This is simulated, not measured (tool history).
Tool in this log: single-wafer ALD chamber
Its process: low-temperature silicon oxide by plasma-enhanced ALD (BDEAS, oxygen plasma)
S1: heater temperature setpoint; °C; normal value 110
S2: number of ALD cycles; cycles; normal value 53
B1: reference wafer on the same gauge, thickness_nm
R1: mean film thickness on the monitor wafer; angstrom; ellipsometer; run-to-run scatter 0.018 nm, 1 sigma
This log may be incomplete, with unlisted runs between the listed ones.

run   hour   S1  S2     B1     R1
  1      0  110  58  8.608  78.31
  2     56  110  53  8.609  71.63
  3   88.9  110  53  8.611  71.68
       258  -- thermocouple changed; heater temperature recalibrated
  4  283.6  110  53   8.61  71.96
     303.6  -- gauge calibrated
  5  355.3  119  53  8.601  70.64
  6  412.9  115  49  8.609   65.7
  7  444.1  115  49  8.609  65.55
  8  481.5  102  53  8.609  73.29
  9  537.3  110  53  8.612  71.59
 10  580.3  116  49  8.617  65.39
 11  635.1   99  45  8.605  62.41
 12  678.3  110  62  8.606  83.99

What does the tool deliver on the next run?
     696.5  -- gauge calibrated
 13  703.6  110  45   ?   ?

{"run 13": {"B1": 8.603, "R1": 61.08}}
Were there no unlogged condition in the tool, this run, its random variation unchanged, would have produced R1 61.08 angstrom.
